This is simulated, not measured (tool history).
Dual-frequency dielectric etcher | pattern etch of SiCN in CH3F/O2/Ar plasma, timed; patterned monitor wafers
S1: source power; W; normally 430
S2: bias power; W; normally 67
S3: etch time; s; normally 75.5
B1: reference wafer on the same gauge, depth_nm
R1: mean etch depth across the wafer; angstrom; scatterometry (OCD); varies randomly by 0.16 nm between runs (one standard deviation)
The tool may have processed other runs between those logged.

run 1 hour=0.0 | S1=430 S2=67 S3=75.5 | B1=27.08 | R1=254.9
-- hour=35.0 wet clean of the chamber
run 2 hour=71.2 | S1=430 S2=67 S3=75.5 | B1=27.10 | R1=267.5
run 3 hour=125.9 | S1=430 S2=67 S3=75.5 | B1=27.14 | R1=265.3
run 4 hour=175.1 | S1=430 S2=67 S3=75.5 | B1=27.07 | R1=263.2
run 5 hour=209.2 | S1=430 S2=67 S3=75.5 | B1=27.09 | R1=264.0
run 6 hour=239.0 | S1=430 S2=75 S3=75.5 | B1=27.09 | R1=275.1
run 7 hour=300.8 | S1=430 S2=75 S3=75.5 | B1=27.13 | R1=277.9
run 8 hour=338.9 | S1=430 S2=79 S3=75.5 | B1=27.13 | R1=279.7
-- hour=344.6 source power generator calibrated
-- hour=376.1 bias power generator calibrated
run 9 hour=387.4 | S1=430 S2=79 S3=75.5 | B1=27.08 | R1=279.6
run 10 hour=452.4 | S1=430 S2=50 S3=69.5 | B1=27.08 | R1=209.2
-- hour=466.8 gauge calibrated
run 11 hour=500.4 | S1=500 S2=73 S3=60.0 | B1=27.08 | R1=225.4
-- hour=560.0 wet clean of the chamber
run 12 hour=562.4 | S1=430 S2=50 S3=69.5 | B1=27.09 | R1=218.9
-- hour=592.4 upper electrode replaced
run 13 hour=598.3 | S1=430 S2=67 S3=75.5 | B1=27.10 | R1=267.8
run 14 hour=644.3 | S1=430 S2=52 S3=68.5 | B1=27.15 | R1=215.0
run 15 hour=711.3 | S1=370 S2=55 S3=96.5 | B1=27.12 | R1=291.7
run 16 hour=782.7 | S1=360 S2=67 S3=56.5 | B1=27.10 | R1=181.7
run 17 hour=843.1 | S1=360 S2=67 S3=56.5 | B1=27.13 | R1=181.8
run 18 hour=867.3 | S1=460 S2=67 S3=75.5 | B1=27.06 | R1=270.5

Subtracting, for every run, the result it would have given without the tool's unlogged condition from the measured result gives the following. The same run-to-run variation enters both numbers; the gauge's scatter may not:
Unlogged tool condition in this case: etch rate over this chamber's usual, %; source power that arrives over what is set, %; bias power that arrives over what is set, %; gauge reads high (%).
run=1 R1=-14.2
run=2 R1=+0.0
run=3 R1=-1.5
run=4 R1=-2.7
run=5 R1=-3.6
run=6 R1=-4.6
run=7 R1=-6.4
run=8 R1=-7.5
run=9 R1=-8.9
run=10 R1=-8.0
run=11 R1=-9.9
run=12 R1=+0.6
run=13 R1=-0.2
run=14 R1=-1.1
run=15 R1=-3.5
run=16 R1=-3.4
run=17 R1=-4.6
run=18 R1=-7.5

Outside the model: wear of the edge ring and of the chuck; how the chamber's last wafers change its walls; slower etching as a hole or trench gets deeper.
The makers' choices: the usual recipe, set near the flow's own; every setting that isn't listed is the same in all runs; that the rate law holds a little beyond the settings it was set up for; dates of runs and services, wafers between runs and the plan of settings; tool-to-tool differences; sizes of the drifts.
